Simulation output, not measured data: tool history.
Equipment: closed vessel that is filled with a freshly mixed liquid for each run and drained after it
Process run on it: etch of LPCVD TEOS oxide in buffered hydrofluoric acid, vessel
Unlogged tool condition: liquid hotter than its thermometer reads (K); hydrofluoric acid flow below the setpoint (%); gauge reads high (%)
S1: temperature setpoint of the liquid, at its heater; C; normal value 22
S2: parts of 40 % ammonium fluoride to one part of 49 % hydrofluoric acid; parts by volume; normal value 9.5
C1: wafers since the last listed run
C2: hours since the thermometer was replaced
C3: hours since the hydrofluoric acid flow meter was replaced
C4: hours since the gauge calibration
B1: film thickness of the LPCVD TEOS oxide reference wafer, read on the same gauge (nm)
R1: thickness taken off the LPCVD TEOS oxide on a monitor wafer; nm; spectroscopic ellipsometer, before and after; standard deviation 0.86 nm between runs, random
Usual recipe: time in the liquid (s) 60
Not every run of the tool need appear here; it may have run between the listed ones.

run 1 hour=0 | S1=20.5 S2=9.5 time_in_the_liquid_(s)=60 | C1=0 C2=1816.5 C3=195.3 C4=195.3 | B1=50.01 | R1=242.8
run 2 hour=24.8 | S1=22 S2=6.5 time_in_the_liquid_(s)=60 | C1=1573 C2=1841.3 C3=220.1 C4=220.1 | B1=49.96 | R1=379.2
run 3 hour=41.3 | S1=22 S2=6.5 time_in_the_liquid_(s)=60 | C1=1046 C2=1857.8 C3=236.6 C4=236.6 | B1=49.98 | R1=379.92
run 4 hour=65.3 | S1=22 S2=6.5 time_in_the_liquid_(s)=60 | C1=1522 C2=1881.8 C3=260.6 C4=260.6 | B1=50 | R1=378.83
run 5 hour=78.7 | S1=22 S2=9.5 time_in_the_liquid_(s)=40 | C1=850 C2=1895.2 C3=274 C4=274 | B1=50 | R1=174.22
run 6 hour=94.3 | S1=22 S2=9.5 time_in_the_liquid_(s)=60 | C1=989 C2=1910.8 C3=289.6 C4=289.6 | B1=49.99 | R1=263.64
run 7 hour=113 | S1=22 S2=11.5 time_in_the_liquid_(s)=60 | C1=1186 C2=1929.5 C3=308.3 C4=308.3 | B1=49.99 | R1=221.35
run 8 hour=144.2 | S1=22 S2=11.5 time_in_the_liquid_(s)=60 | C1=1979 C2=1960.7 C3=339.5 C4=339.5 | B1=50.01 | R1=220.69
run 9 hour=166.2 | S1=22 S2=9.5 time_in_the_liquid_(s)=80 | C1=1395 C2=1982.7 C3=361.5 C4=361.5 | B1=50.05 | R1=353.06
run 10 hour=190.2 | S1=22 S2=9.5 time_in_the_liquid_(s)=80 | C1=1522 C2=2006.7 C3=385.5 C4=385.5 | B1=50.03 | R1=352.85
run 11 hour=203.8 | S1=22 S2=9.5 time_in_the_liquid_(s)=80 | C1=862 C2=2020.3 C3=399.1 C4=399.1 | B1=49.98 | R1=350.58
-- hour=233.7 gauge calibrated
-- hour=269.3 thermometer replaced
-- hour=269.8 hydrofluoric acid flow meter replaced
run 12 hour=270.5 | S1=22 S2=8 time_in_the_liquid_(s)=40 | C1=4138 C2=1.2 C3=0.7 C4=36.8 | B1=49.98 | R1=198.99
run 13 hour=292.8 | S1=22 S2=9.5 time_in_the_liquid_(s)=60 | C1=1415 C2=23.5 C3=23 C4=59.1 | B1=49.99 | R1=251.63
run 14 hour=314.4 | S1=22 S2=9.5 time_in_the_liquid_(s)=60 | C1=1370 C2=45.1 C3=44.6 C4=80.7 | B1=50.03 | R1=252.85
run 15 hour=332.5 | S1=20 S2=11 time_in_the_liquid_(s)=30 | C1=1148 C2=63.2 C3=62.7 C4=98.8 | B1=50.02 | R1=98.44
run 16 hour=348.5 | S1=23.5 S2=9.5 time_in_the_liquid_(s)=60 | C1=1015 C2=79.2 C3=78.7 C4=114.8 | B1=49.99 | R1=272.97
run 17 hour=379.2 | S1=20 S2=9.5 time_in_the_liquid_(s)=90 | C1=1948 C2=109.9 C3=109.4 C4=145.5 | B1=49.99 | R1=338
run 18 hour=407.7 | S1=25 S2=8 time_in_the_liquid_(s)=35 | C1=1808 C2=138.4 C3=137.9 C4=174 | B1=49.99 | R1=201.4
run 19 hour=425 | S1=25 S2=13.5 time_in_the_liquid_(s)=30 | C1=1097 C2=155.7 C3=155.2 C4=191.3 | B1=50.01 | R1=106.99
run 20 hour=437.5 | S1=22 S2=6 time_in_the_liquid_(s)=60 | C1=793 C2=168.2 C3=167.7 C4=203.8 | B1=50.01 | R1=388.67
run 21 hour=460.8 | S1=23.5 S2=11.5 time_in_the_liquid_(s)=60 | C1=1478 C2=191.5 C3=191 C4=227.1 | B1=49.97 | R1=229.39
run 22 hour=490.9 | S1=22 S2=9.5 time_in_the_liquid_(s)=60 | C1=1909 C2=221.6 C3=221.1 C4=257.2 | B1=50.01 | R1=252.58
run 23 hour=525.8 | S1=18 S2=12.5 time_in_the_liquid_(s)=95 | C1=2214 C2=256.5 C3=256 C4=292.1 | B1=50.02 | R1=245.59

5 ways to go on from here, each from the tool as it stands after run 23. What would each give?
run A hour=526.5 | S1=22 S2=10.5 time_in_the_liquid_(s)=60 | C1=44 C2=257.2 C3=256.7 C4=292.8 | B1=? | R1=?
run B hour=526.5 | S1=25.5 S2=6.5 time_in_the_liquid_(s)=90 | C1=44 C2=257.2 C3=256.7 C4=292.8 | B1=? | R1=?
run C hour=526.5 | S1=18 S2=13 time_in_the_liquid_(s)=60 | C1=44 C2=257.2 C3=256.7 C4=292.8 | B1=? | R1=?
run D hour=526.5 | S1=22 S2=9.5 time_in_the_liquid_(s)=90 | C1=44 C2=257.2 C3=256.7 C4=292.8 | B1=? | R1=?
run E hour=526.5 | S1=22 S2=12.5 time_in_the_liquid_(s)=45 | C1=44 C2=257.2 C3=256.7 C4=292.8 | B1=? | R1=?

run=A B1=50 R1=231.12
run=B B1=50 R1=659.16
run=C B1=50 R1=149.97
run=D B1=50 R1=377.75
run=E B1=50 R1=146.2
Without the tool's hidden state the same runs would have given:
run=A R1=231.59
run=B R1=659.51
run=C R1=150.23
run=D R1=376.25
run=E R1=146.5
